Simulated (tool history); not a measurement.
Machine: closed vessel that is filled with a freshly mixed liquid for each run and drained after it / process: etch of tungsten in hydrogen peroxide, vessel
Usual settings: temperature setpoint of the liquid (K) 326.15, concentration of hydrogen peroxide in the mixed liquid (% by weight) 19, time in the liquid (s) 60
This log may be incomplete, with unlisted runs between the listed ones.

run   hour  temperature setpoint of the liquid (K)  concentration of hydrogen peroxide in the mixed liquid (% by weight)  time in the liquid (s)  read-back film thickness of the tungsten reference wafer, read on the same gauge (nm)  thickness taken off the tungsten on a monitor wafer (Å)
  1      0                                  326.15                                                                    19                      60                                                                                 110.03                                                   1966.4
  2   22.2                                  326.15                                                                    19                      60                                                                                 110.04                                                   1944.9
  3   54.3                                  326.15                                                                    19                      60                                                                                 109.97                                                   1949.9
  4   73.5                                  326.15                                                                    19                      60                                                                                    110                                                     1937
  5   86.7                                  326.15                                                                    19                      60                                                                                 109.97                                                     1931
  6  113.3                                  326.15                                                                    19                      60                                                                                 110.01                                                   1939.6
  7  133.6                                  326.15                                                                    19                      60                                                                                 109.95                                                   1928.6
  8  151.3                                  326.15                                                                    19                      60                                                                                    110                                                   1934.3
     241.5  -- peroxide flow meter replaced
  9  252.3                                  326.15                                                                    19                      60                                                                                 110.03                                                   1932.9
     268.7  -- thermometer replaced
 10  275.7                                  326.15                                                                    20                      60                                                                                 109.99                                                     1976
 11  299.5                                  331.15                                                                  23.5                      30                                                                                 109.98                                                   1431.8
 12  311.6                                  326.15                                                                    19                      60                                                                                 109.98                                                   1923.3
 13  345.4                                  326.15                                                                    19                      60                                                                                 110.03                                                   1911.2
       370  -- gauge calibrated
 14  379.9                                  326.15                                                                    24                      60                                                                                 109.97                                                   2129.8
     423.3  -- new drum of peroxide connected
 15  458.2                                  331.15                                                                  23.5                      30                                                                                 110.02                                                   1474.5
 16  490.6                                  323.15                                                                    22                      60                                                                                 110.01                                                   1771.8
 17  521.4                                  321.65                                                                    19                      90                                                                                 109.98                                                   2238.9
 18  553.3                                  334.15                                                                    19                      40                                                                                 110.01                                                   2091.9
 19  567.8                                  333.15                                                                  21.5                      60                                                                                 109.95                                                   3127.3
 20  581.4                                  332.65                                                                    19                      60                                                                                 110.03                                                   2871.2
 21  596.1                                  333.15                                                                    19                      45                                                                                 109.98                                                   2205.9

Selected run-to-run steps in thickness taken off the tungsten on a monitor wafer (Å), each split into two signed amounts: the part the tool would show with no hidden state at all (from settings, incoming material and random variation), and the remainder, which goes to the hidden state together with any gauge scatter not common to the measured and the hidden-state-free results:
The hidden state here: liquid colder than its thermometer reads (K); peroxide flow below the setpoint (%); peroxide weaker than its label (%); gauge reads high (%).
Run 11 -> 12: temperature setpoint of the liquid (K) 331.15 -> 326.15, concentration of hydrogen peroxide in the mixed liquid (% by weight) 23.5 -> 19, time in the liquid (s) 30 -> 60. thickness taken off the tungsten on a monitor wafer (Å) +491.5: hidden state -18.1, all else +509.6.
Run 14 -> 15: temperature setpoint of the liquid (K) 326.15 -> 331.15, concentration of hydrogen peroxide in the mixed liquid (% by weight) 24 -> 23.5, time in the liquid (s) 60 -> 30, new drum of peroxide connected. thickness taken off the tungsten on a monitor wafer (Å) -655.3: hidden state +74.6, all else -729.9.
Run 18 -> 19: temperature setpoint of the liquid (K) 334.15 -> 333.15, concentration of hydrogen peroxide in the mixed liquid (% by weight) 19 -> 21.5, time in the liquid (s) 40 -> 60. thickness taken off the tungsten on a monitor wafer (Å) +1035.4: hidden state -15.1, all else +1050.5.
Run 20 -> 21: temperature setpoint of the liquid (K) 332.65 -> 333.15, time in the liquid (s) 60 -> 45. thickness taken off the tungsten on a monitor wafer (Å) -665.3: hidden state +7.1, all else -672.4.
